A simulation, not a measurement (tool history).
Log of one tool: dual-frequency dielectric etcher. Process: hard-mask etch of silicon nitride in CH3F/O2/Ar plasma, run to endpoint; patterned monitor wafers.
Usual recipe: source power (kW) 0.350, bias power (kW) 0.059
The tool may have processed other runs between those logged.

run,hour,source power (kW),bias power (kW),wafers since the last listed run,hours since the last wet clean,hours since the last source power generator calibration,hours since the last bias power generator calibration,hours since the last upper electrode change,"incoming incoming film thickness, nm",endpoint time (s)
1,0.0,0.350,0.059,0,123.2,4269.2,2557.5,2261.5,44.49,62.7
2,52.0,0.350,0.059,663,175.2,4321.2,2609.5,2313.5,44.03,61.4
3,103.8,0.400,0.059,661,227.0,4373.0,2661.3,2365.3,44.31,58.5
4,154.0,0.400,0.059,640,277.2,4423.2,2711.5,2415.5,44.13,57.1
5,197.6,0.400,0.059,556,320.8,4466.8,2755.1,2459.1,44.19,57.2
# hour 258.3: wet clean of the chamber
6,263.6,0.350,0.059,536,5.3,4532.8,2821.1,2525.1,43.97,62.7
7,318.1,0.350,0.059,695,59.8,4587.3,2875.6,2579.6,44.51,63.2
8,376.0,0.350,0.059,739,117.7,4645.2,2933.5,2637.5,44.07,61.6
9,443.4,0.350,0.059,860,185.1,4712.6,3000.9,2704.9,43.81,61.5
10,641.7,0.350,0.059,2531,383.4,4910.9,3199.2,2903.2,44.19,60.8
# hour 647.9: source power generator calibrated
11,679.9,0.410,0.059,436,421.6,32.0,3237.4,2941.4,43.82,55.7
# hour 710.6: wet clean of the chamber
# hour 763.9: upper electrode replaced
12,764.4,0.430,0.071,465,53.8,116.5,3321.9,0.5,44.27,54.6
13,812.9,0.400,0.073,619,102.3,165.0,3370.4,49.0,43.99,54.7
# hour 859.4: bias power generator calibrated
14,868.3,0.350,0.059,656,157.7,220.4,8.9,104.4,43.83,61.3
15,893.8,0.380,0.072,325,183.2,245.9,34.4,129.9,44.45,56.6
16,940.9,0.350,0.059,601,230.3,293.0,81.5,177.0,44.37,61.0
17,971.0,0.290,0.049,384,260.4,323.1,111.6,207.1,44.54,70.3
18,1020.5,0.350,0.059,631,309.9,372.6,161.1,256.6,44.10,60.4
19,1072.5,0.270,0.066,663,361.9,424.6,213.1,308.6,44.27,65.9
# hour 1121.5: wet clean of the chamber
20,1122.0,0.280,0.047,325,0.5,474.1,262.6,358.1,44.04,74.8
21,1171.1,0.380,0.072,626,49.6,523.2,311.7,407.2,44.33,57.4
22,1212.7,0.350,0.068,531,91.2,564.8,353.3,448.8,44.43,60.5

For some of the steps in endpoint time (s) from one run to the next: how much would appear even if the tool had no hidden state, given the settings, what came in and random variation, and how much remains for the hidden state plus any gauge scatter that the measured result and the result without hidden state don't share?
Hidden state at play: etch rate over this chamber's usual, %; source power that arrives over what is set, %; bias power that arrives over what is set, %.
Run 5 -> 6: source power (kW) 0.400 -> 0.350, wet clean of the chamber. endpoint time (s) +5.5: hidden state +1.8, all else +3.7.
Run 17 -> 18: source power (kW) 0.290 -> 0.350, bias power (kW) 0.049 -> 0.059. endpoint time (s) -9.9: hidden state +0.0, all else -9.9.
Run 19 -> 20: source power (kW) 0.270 -> 0.280, bias power (kW) 0.066 -> 0.047, wet clean of the chamber. endpoint time (s) +8.9: hidden state +2.8, all else +6.1.
Run 20 -> 21: source power (kW) 0.280 -> 0.380, bias power (kW) 0.047 -> 0.072. endpoint time (s) -17.4: hidden state -0.4, all else -17.0.

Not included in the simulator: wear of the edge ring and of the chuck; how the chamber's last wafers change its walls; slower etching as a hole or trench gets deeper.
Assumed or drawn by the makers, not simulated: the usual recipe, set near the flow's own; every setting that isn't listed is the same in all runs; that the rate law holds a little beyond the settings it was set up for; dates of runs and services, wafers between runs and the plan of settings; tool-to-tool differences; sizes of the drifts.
